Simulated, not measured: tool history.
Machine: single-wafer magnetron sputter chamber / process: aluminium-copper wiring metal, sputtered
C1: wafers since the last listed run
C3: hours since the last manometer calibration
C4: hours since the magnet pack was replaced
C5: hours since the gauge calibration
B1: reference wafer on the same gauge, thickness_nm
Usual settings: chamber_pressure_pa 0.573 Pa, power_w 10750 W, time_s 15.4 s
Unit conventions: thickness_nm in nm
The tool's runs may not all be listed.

{"run": 1, "hour": 0.0, "chamber_pressure_pa": 0.573, "power_w": 10750, "time_s": 15.4, "C1": 0, "wafers on the sputter target": 470, "C3": 2223.8, "C4": 12261.8, "C5": 268.4, "B1": 254.897, "thickness_nm": 287.556}
{"run": 2, "hour": 14.1, "chamber_pressure_pa": 0.573, "power_w": 10750, "time_s": 15.4, "C1": 262, "wafers on the sputter target": 733, "C3": 2237.9, "C4": 12275.9, "C5": 282.5, "B1": 254.985, "thickness_nm": 289.716}
{"run": 3, "hour": 27.5, "chamber_pressure_pa": 0.402, "power_w": 10750, "time_s": 15.4, "C1": 249, "wafers on the sputter target": 983, "C3": 2251.3, "C4": 12289.3, "C5": 295.9, "B1": 255.072, "thickness_nm": 307.9}
{"run": 4, "hour": 34.5, "chamber_pressure_pa": 0.402, "power_w": 10750, "time_s": 15.4, "C1": 130, "wafers on the sputter target": 1113, "C3": 2258.3, "C4": 12296.3, "C5": 302.9, "B1": 255.037, "thickness_nm": 306.947}
{"run": 5, "hour": 52.4, "chamber_pressure_pa": 0.402, "power_w": 10750, "time_s": 15.4, "C1": 333, "wafers on the sputter target": 1446, "C3": 2276.2, "C4": 12314.2, "C5": 320.8, "B1": 255.656, "thickness_nm": 306.517}
{"run": 6, "hour": 65.6, "chamber_pressure_pa": 0.573, "power_w": 10750, "time_s": 15.4, "C1": 245, "wafers on the sputter target": 1692, "C3": 2289.4, "C4": 12327.4, "C5": 334.0, "B1": 255.195, "thickness_nm": 290.603}
{"run": 7, "hour": 76.8, "chamber_pressure_pa": 0.573, "power_w": 10750, "time_s": 15.4, "C1": 208, "wafers on the sputter target": 1901, "C3": 2300.6, "C4": 12338.6, "C5": 345.2, "B1": 255.004, "thickness_nm": 289.324}
{"run": 8, "hour": 89.3, "chamber_pressure_pa": 0.573, "power_w": 10750, "time_s": 15.4, "C1": 232, "wafers on the sputter target": 2134, "C3": 2313.1, "C4": 12351.1, "C5": 357.7, "B1": 254.668, "thickness_nm": 289.225}
{"run": 9, "hour": 98.1, "chamber_pressure_pa": 0.573, "power_w": 10750, "time_s": 15.4, "C1": 163, "wafers on the sputter target": 2298, "C3": 2321.9, "C4": 12359.9, "C5": 366.5, "B1": 255.398, "thickness_nm": 288.269}
{"run": 10, "hour": 110.3, "chamber_pressure_pa": 0.573, "power_w": 10750, "time_s": 15.4, "C1": 227, "wafers on the sputter target": 2525, "C3": 2334.1, "C4": 12372.1, "C5": 378.7, "B1": 255.209, "thickness_nm": 290.42}
{"run": 11, "hour": 117.8, "chamber_pressure_pa": 0.573, "power_w": 10750, "time_s": 15.4, "C1": 139, "wafers on the sputter target": 2664, "C3": 2341.6, "C4": 12379.6, "C5": 386.2, "B1": 254.808, "thickness_nm": 289.475}
{"run": 12, "hour": 130.1, "chamber_pressure_pa": 0.573, "power_w": 10750, "time_s": 15.4, "C1": 229, "wafers on the sputter target": 2894, "C3": 2353.9, "C4": 12391.9, "C5": 398.5, "B1": 255.055, "thickness_nm": 289.372}
{"hour": 148.0, "done": "sputter target and shields replaced"}
{"run": 13, "hour": 148.5, "chamber_pressure_pa": 0.573, "power_w": 10750, "time_s": 15.4, "C1": 193, "wafers on the sputter target": 8, "C3": 2372.3, "C4": 12410.3, "C5": 416.9, "B1": 255.183, "thickness_nm": 289.017}
{"run": 14, "hour": 152.2, "chamber_pressure_pa": 0.476, "power_w": 8450, "time_s": 15.4, "C1": 68, "wafers on the sputter target": 77, "C3": 2376.0, "C4": 12414.0, "C5": 420.6, "B1": 254.69, "thickness_nm": 234.321}
{"run": 15, "hour": 169.4, "chamber_pressure_pa": 0.357, "power_w": 8400, "time_s": 14.2, "C1": 320, "wafers on the sputter target": 398, "C3": 2393.2, "C4": 12431.2, "C5": 437.8, "B1": 254.855, "thickness_nm": 226.169}
{"hour": 181.3, "done": "magnet pack replaced"}
{"run": 16, "hour": 184.8, "chamber_pressure_pa": 0.573, "power_w": 10750, "time_s": 15.4, "C1": 137, "wafers on the sputter target": 536, "C3": 2408.6, "C4": 3.5, "C5": 453.2, "B1": 255.368, "thickness_nm": 289.595}
{"run": 17, "hour": 193.1, "chamber_pressure_pa": 0.633, "power_w": 8850, "time_s": 13.3, "C1": 154, "wafers on the sputter target": 690, "C3": 2416.9, "C4": 11.8, "C5": 461.5, "B1": 254.851, "thickness_nm": 200.993}
{"run": 18, "hour": 203.0, "chamber_pressure_pa": 0.716, "power_w": 10750, "time_s": 12.4, "C1": 184, "wafers on the sputter target": 875, "C3": 2426.8, "C4": 21.7, "C5": 471.4, "B1": 254.495, "thickness_nm": 221.757}
{"run": 19, "hour": 217.1, "chamber_pressure_pa": 0.573, "power_w": 10750, "time_s": 15.4, "C1": 262, "wafers on the sputter target": 1137, "C3": 2440.9, "C4": 35.8, "C5": 485.5, "B1": 254.948, "thickness_nm": 290.994}
{"run": 20, "hour": 234.4, "chamber_pressure_pa": 0.765, "power_w": 9150, "time_s": 17.4, "C1": 322, "wafers on the sputter target": 1459, "C3": 2458.2, "C4": 53.1, "C5": 502.8, "B1": 254.903, "thickness_nm": 261.918}
{"hour": 246.9, "done": "gauge calibrated"}
{"run": 21, "hour": 248.4, "chamber_pressure_pa": 0.573, "power_w": 10750, "time_s": 15.4, "C1": 260, "wafers on the sputter target": 1720, "C3": 2472.2, "C4": 67.1, "C5": 1.5, "B1": 254.648, "thickness_nm": 289.536}
{"run": 22, "hour": 257.0, "chamber_pressure_pa": 0.573, "power_w": 10750, "time_s": 15.4, "C1": 160, "wafers on the sputter target": 1880, "C3": 2480.8, "C4": 75.7, "C5": 10.1, "B1": 255.055, "thickness_nm": 289.969}
{"run": 23, "hour": 265.6, "chamber_pressure_pa": 0.44, "power_w": 12400, "time_s": 13.0, "C1": 160, "wafers on the sputter target": 2041, "C3": 2489.4, "C4": 84.3, "C5": 18.7, "B1": 254.649, "thickness_nm": 297.906}
{"hour": 275.3, "done": "capacitance manometer re-zeroed and calibrated"}
{"run": 24, "hour": 275.8, "chamber_pressure_pa": 0.573, "power_w": 10750, "time_s": 15.4, "C1": 40, "wafers on the sputter target": 2082, "C3": 0.5, "C4": 94.5, "C5": 28.9, "B1": 255.202, "thickness_nm": 289.585}
{"run": 25, "hour": 292.8, "chamber_pressure_pa": 0.773, "power_w": 13250, "time_s": 16.5, "C1": 316, "wafers on the sputter target": 2398, "C3": 17.5, "C4": 111.5, "C5": 45.9, "B1": 255.121, "thickness_nm": 357.731}
{"hour": 346.8, "done": "sputter target and shields replaced"}
{"run": 26, "hour": 347.3, "chamber_pressure_pa": 0.408, "power_w": 11500, "time_s": 12.8, "C1": 866, "wafers on the sputter target": 9, "C3": 72.0, "C4": 166.0, "C5": 100.4, "B1": 255.44, "thickness_nm": 272.819}
{"run": 27, "hour": 347.6, "chamber_pressure_pa": 0.573, "power_w": 10750, "time_s": 15.4, "C1": 5, "wafers on the sputter target": 14, "C3": 72.3, "C4": 166.3, "C5": 100.7, "B1": 254.719, "thickness_nm": 288.332}
{"run": 28, "hour": 357.8, "chamber_pressure_pa": 0.383, "power_w": 10750, "time_s": 15.4, "C1": 189, "wafers on the sputter target": 204, "C3": 82.5, "C4": 176.5, "C5": 110.9, "B1": 255.048, "thickness_nm": 307.628}
{"run": 29, "hour": 371.3, "chamber_pressure_pa": 0.511, "power_w": 10750, "time_s": 12.8, "C1": 251, "wafers on the sputter target": 456, "C3": 96.0, "C4": 190.0, "C5": 124.4, "B1": 254.839, "thickness_nm": 244.608}
{"run": 30, "hour": 384.6, "chamber_pressure_pa": 0.755, "power_w": 10750, "time_s": 14.2, "C1": 247, "wafers on the sputter target": 704, "C3": 109.3, "C4": 203.3, "C5": 137.7, "B1": 254.43, "thickness_nm": 250.409}
{"run": 31, "hour": 395.4, "chamber_pressure_pa": 0.749, "power_w": 13200, "time_s": 18.3, "C1": 201, "wafers on the sputter target": 905, "C3": 120.1, "C4": 214.1, "C5": 148.5, "B1": 254.773, "thickness_nm": 398.425}
{"run": 32, "hour": 402.9, "chamber_pressure_pa": 0.501, "power_w": 9850, "time_s": 12.6, "C1": 139, "wafers on the sputter target": 1044, "C3": 127.6, "C4": 221.6, "C5": 156.0, "B1": 255.656, "thickness_nm": 223.844}
{"run": 33, "hour": 416.7, "chamber_pressure_pa": 0.573, "power_w": 10750, "time_s": 13.3, "C1": 257, "wafers on the sputter target": 1302, "C3": 141.4, "C4": 235.4, "C5": 169.8, "B1": 255.3, "thickness_nm": 250.174}
{"run": 34, "hour": 431.4, "chamber_pressure_pa": 0.573, "power_w": 10750, "time_s": 15.4, "C1": 273, "wafers on the sputter target": 1575, "C3": 156.1, "C4": 250.1, "C5": 184.5, "B1": 254.807, "thickness_nm": 290.146}
{"run": 35, "hour": 448.4, "chamber_pressure_pa": 0.573, "power_w": 10750, "time_s": 15.4, "C1": 316, "wafers on the sputter target": 1892, "C3": 173.1, "C4": 267.1, "C5": 201.5, "B1": 254.987, "thickness_nm": 291.725}

What differs in the tool's unlogged condition from the final listed run ahead of each entry between runs to the first listed run following it?
In the gap between runs 12 and 13: sputter target and shields replaced (hour 148.0)
  the hidden state is the same at both runs
In the gap between runs 15 and 16: magnet pack replaced (hour 181.3)
  the hidden state is the same at both runs
In the gap between runs 20 and 21: gauge calibrated (hour 246.9)
  the hidden state is the same at both runs
In the gap between runs 23 and 24: capacitance manometer re-zeroed and calibrated (hour 275.3)
  the hidden state is the same at both runs
In the gap between runs 25 and 26: sputter target and shields replaced (hour 346.8)
  the hidden state is the same at both runs

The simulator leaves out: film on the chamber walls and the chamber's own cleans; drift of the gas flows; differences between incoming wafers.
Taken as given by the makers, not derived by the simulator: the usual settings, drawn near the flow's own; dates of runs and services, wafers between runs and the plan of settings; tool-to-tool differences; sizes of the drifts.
